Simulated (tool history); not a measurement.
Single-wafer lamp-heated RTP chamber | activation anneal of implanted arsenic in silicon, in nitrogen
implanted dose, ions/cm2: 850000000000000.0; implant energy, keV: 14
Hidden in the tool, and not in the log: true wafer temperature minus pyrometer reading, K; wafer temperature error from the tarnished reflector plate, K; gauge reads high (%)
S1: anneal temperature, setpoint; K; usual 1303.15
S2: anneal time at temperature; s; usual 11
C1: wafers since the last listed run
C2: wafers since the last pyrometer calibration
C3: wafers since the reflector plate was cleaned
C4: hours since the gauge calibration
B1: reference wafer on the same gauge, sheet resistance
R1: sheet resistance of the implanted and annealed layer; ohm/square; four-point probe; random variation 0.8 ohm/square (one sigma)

run	hour	S1	S2	C1	C2	C3	C4	B1	R1
1	0.0	1303.15	16	0	1410	6850	133.5	164.80	134.60
# hour 7.3: pyrometer window cleaned and pyrometer calibrated
2	7.8	1303.15	16	9	9	6859	141.3	165.06	139.31
3	14.2	1303.15	11	115	125	6975	147.7	164.97	143.06
4	29.3	1303.15	11	273	398	7248	162.8	165.02	141.70
5	37.6	1303.15	11	150	548	7398	171.1	164.97	142.85
6	52.4	1303.15	13	267	816	7666	185.9	165.07	137.02
7	67.6	1303.15	13	274	1091	7941	201.1	165.03	139.70
8	82.4	1295.15	11	267	1358	8208	215.9	164.75	144.19
# hour 96.8: pyrometer window cleaned and pyrometer calibrated
9	97.7	1295.15	11	132	17	8340	231.2	164.91	146.36
10	112.7	1295.15	11	271	288	8612	246.2	164.80	146.30
11	128.5	1292.15	11	285	574	8897	262.0	164.90	144.71
12	137.5	1315.15	6	162	737	9060	271.0	164.90	145.66
13	146.7	1295.15	11	166	903	9227	280.2	164.87	143.41
# hour 148.2: gauge calibrated
14	163.2	1295.15	11	298	1201	9525	15.0	165.10	142.12
# hour 171.5: pyrometer window cleaned and pyrometer calibrated
# hour 173.7: reflector plate cleaned
15	174.2	1325.15	6	14	9	9	26.0	164.97	143.40
16	191.2	1283.15	5	307	316	316	43.0	164.95	158.35
17	200.0	1319.15	17	159	476	476	51.8	165.09	132.01
18	215.8	1303.15	11	285	761	761	67.6	165.00	140.82
19	222.4	1303.15	11	119	881	881	74.2	165.02	140.03
20	231.2	1292.15	8	159	1040	1040	83.0	165.17	149.38
# hour 245.5: pyrometer window cleaned and pyrometer calibrated
21	246.0	1311.15	6	122	8	1163	97.8	164.87	146.50

The same runs without the tool's hidden state, with the same run-to-run variation:
run	R1
1	138.31
2	139.36
3	143.43
4	142.83
5	144.41
6	139.23
7	142.69
8	148.13
9	146.63
10	147.36
11	146.59
12	147.75
13	146.21
14	145.74
15	143.68
16	159.41
17	133.33
18	143.21
19	142.74
20	152.64
21	146.67
